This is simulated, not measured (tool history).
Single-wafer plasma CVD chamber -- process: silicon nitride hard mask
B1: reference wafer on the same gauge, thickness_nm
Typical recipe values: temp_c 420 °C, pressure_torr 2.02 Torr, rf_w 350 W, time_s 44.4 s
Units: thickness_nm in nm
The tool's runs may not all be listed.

run 1 hour=0.0 | temp_c=420 pressure_torr=2.02 rf_w=350 time_s=44.4 | B1=53.534 | thickness_nm=58.405
run 2 hour=105.9 | temp_c=420 pressure_torr=2.02 rf_w=405 time_s=44.4 | B1=53.520 | thickness_nm=65.484
run 3 hour=208.5 | temp_c=420 pressure_torr=2.02 rf_w=405 time_s=44.4 | B1=53.496 | thickness_nm=64.782
run 4 hour=282.9 | temp_c=420 pressure_torr=2.02 rf_w=405 time_s=44.4 | B1=53.487 | thickness_nm=64.975
-- hour=359.9 capacitance manometer re-zeroed and calibrated
run 5 hour=360.4 | temp_c=420 pressure_torr=2.02 rf_w=350 time_s=46.4 | B1=53.473 | thickness_nm=59.905
-- hour=408.0 gauge calibrated
run 6 hour=438.4 | temp_c=420 pressure_torr=2.02 rf_w=350 time_s=46.4 | B1=53.524 | thickness_nm=59.640
run 7 hour=512.0 | temp_c=420 pressure_torr=1.79 rf_w=350 time_s=44.4 | B1=53.555 | thickness_nm=55.379
-- hour=592.4 thermocouple changed; heater temperature recalibrated
-- hour=611.8 showerhead replaced
run 8 hour=613.9 | temp_c=432 pressure_torr=2.27 rf_w=410 time_s=52.7 | B1=53.516 | thickness_nm=76.598
-- hour=628.4 RF generator calibrated
run 9 hour=693.5 | temp_c=420 pressure_torr=2.02 rf_w=350 time_s=44.4 | B1=53.449 | thickness_nm=58.433
run 10 hour=800.9 | temp_c=406 pressure_torr=2.02 rf_w=350 time_s=44.4 | B1=53.527 | thickness_nm=58.869
run 11 hour=839.4 | temp_c=429 pressure_torr=1.88 rf_w=410 time_s=44.4 | B1=53.503 | thickness_nm=64.478
-- hour=916.1 gauge calibrated
run 12 hour=929.5 | temp_c=420 pressure_torr=2.02 rf_w=350 time_s=46.4 | B1=53.478 | thickness_nm=61.183
run 13 hour=995.0 | temp_c=420 pressure_torr=2.46 rf_w=350 time_s=36.0 | B1=53.511 | thickness_nm=49.538
run 14 hour=1053.2 | temp_c=414 pressure_torr=2.02 rf_w=390 time_s=44.4 | B1=53.477 | thickness_nm=63.023

Branching from run 14: 4 alternative next runs. What would each branch give?
run A hour=1053.6 | temp_c=420 pressure_torr=2.02 rf_w=385 time_s=44.4 | B1=? | thickness_nm=?
run B hour=1053.6 | temp_c=415 pressure_torr=2.02 rf_w=400 time_s=37.5 | B1=? | thickness_nm=?
run C hour=1053.6 | temp_c=420 pressure_torr=1.76 rf_w=330 time_s=44.4 | B1=? | thickness_nm=?
run D hour=1053.6 | temp_c=420 pressure_torr=2.02 rf_w=350 time_s=53.2 | B1=? | thickness_nm=?

run=A B1=53.500 thickness_nm=62.536
run=B B1=53.500 thickness_nm=54.454
run=C B1=53.500 thickness_nm=53.534
run=D B1=53.500 thickness_nm=69.506
With no hidden state in the tool, these same runs would have given:
run=A thickness_nm=63.281
run=B thickness_nm=55.081
run=C thickness_nm=54.230
run=D thickness_nm=70.370

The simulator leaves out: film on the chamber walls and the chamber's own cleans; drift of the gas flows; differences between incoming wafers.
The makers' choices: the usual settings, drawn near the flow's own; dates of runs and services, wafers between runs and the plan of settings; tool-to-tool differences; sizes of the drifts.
